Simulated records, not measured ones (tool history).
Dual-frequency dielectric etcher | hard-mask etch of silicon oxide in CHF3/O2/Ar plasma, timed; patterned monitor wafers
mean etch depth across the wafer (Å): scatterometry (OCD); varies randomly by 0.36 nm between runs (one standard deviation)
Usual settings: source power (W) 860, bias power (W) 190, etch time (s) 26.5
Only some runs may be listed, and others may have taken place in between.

run   hour  source power (W)  bias power (W)  etch time (s)  read-back reference wafer on the same gauge, depth_nm  mean etch depth across the wafer (Å)
  1    0.0               860             190           26.5                                                   59.2                                   616
  2   35.5               860             190           26.5                                                   59.2                                   608
  3   58.7               860             190           26.5                                                   59.2                                   616
  4   94.2               860             190           26.5                                                   59.3                                   616
  5  116.5               860             190           26.5                                                   59.1                                   618
  6  144.8               860             227           26.5                                                   59.3                                   665
  7  169.4              1010             190           26.5                                                   59.2                                   674
  8  193.8               860             171           26.5                                                   59.2                                   590
  9  255.7               860             171           26.5                                                   59.1                                   592
 10  290.6               860             190           26.5                                                   59.2                                   615
 11  307.1               860             190           26.5                                                   59.2                                   621
 12  333.0               860             190           26.5                                                   59.2                                   613
 13  363.1               860             190           26.5                                                   59.3                                   612
     368.0  -- gauge calibrated
 14  392.7               920             143           32.5                                                   59.2                                   703
     415.4  -- bias power generator calibrated
 15  425.0               860             190           26.5                                                   59.3                                   610
     456.1  -- wet clean of the chamber
 16  458.0               860             162           26.5                                                   59.2                                   578
 17  476.2               650             145           20.5                                                   59.2                                   369
     486.3  -- source power generator calibrated
     510.2  -- upper electrode replaced
 18  510.7               860             190           26.5                                                   59.2                                   611
 19  511.0               970             190           26.5                                                   59.2                                   655
 20  526.4               860             164           22.5                                                   59.3                                   496
 21  549.5               930             233           24.0                                                   59.2                                   635
 22  584.5               860             144           31.0                                                   59.2                                   642
 23  604.4               860             190           26.5                                                   59.2                                   619
 24  667.8               940             206           31.0                                                   59.2                                   777
 25  702.5               950             233           31.0                                                   59.3                                   820

Give the tool's hidden conditions for every run:
etch rate over this chamber's usual, %: 0, the same for each run
source power that arrives over what is set, %: 0, the same for each run
bias power that arrives over what is set, %: 0, the same for each run
gauge reads high (%): 0, the same for each run

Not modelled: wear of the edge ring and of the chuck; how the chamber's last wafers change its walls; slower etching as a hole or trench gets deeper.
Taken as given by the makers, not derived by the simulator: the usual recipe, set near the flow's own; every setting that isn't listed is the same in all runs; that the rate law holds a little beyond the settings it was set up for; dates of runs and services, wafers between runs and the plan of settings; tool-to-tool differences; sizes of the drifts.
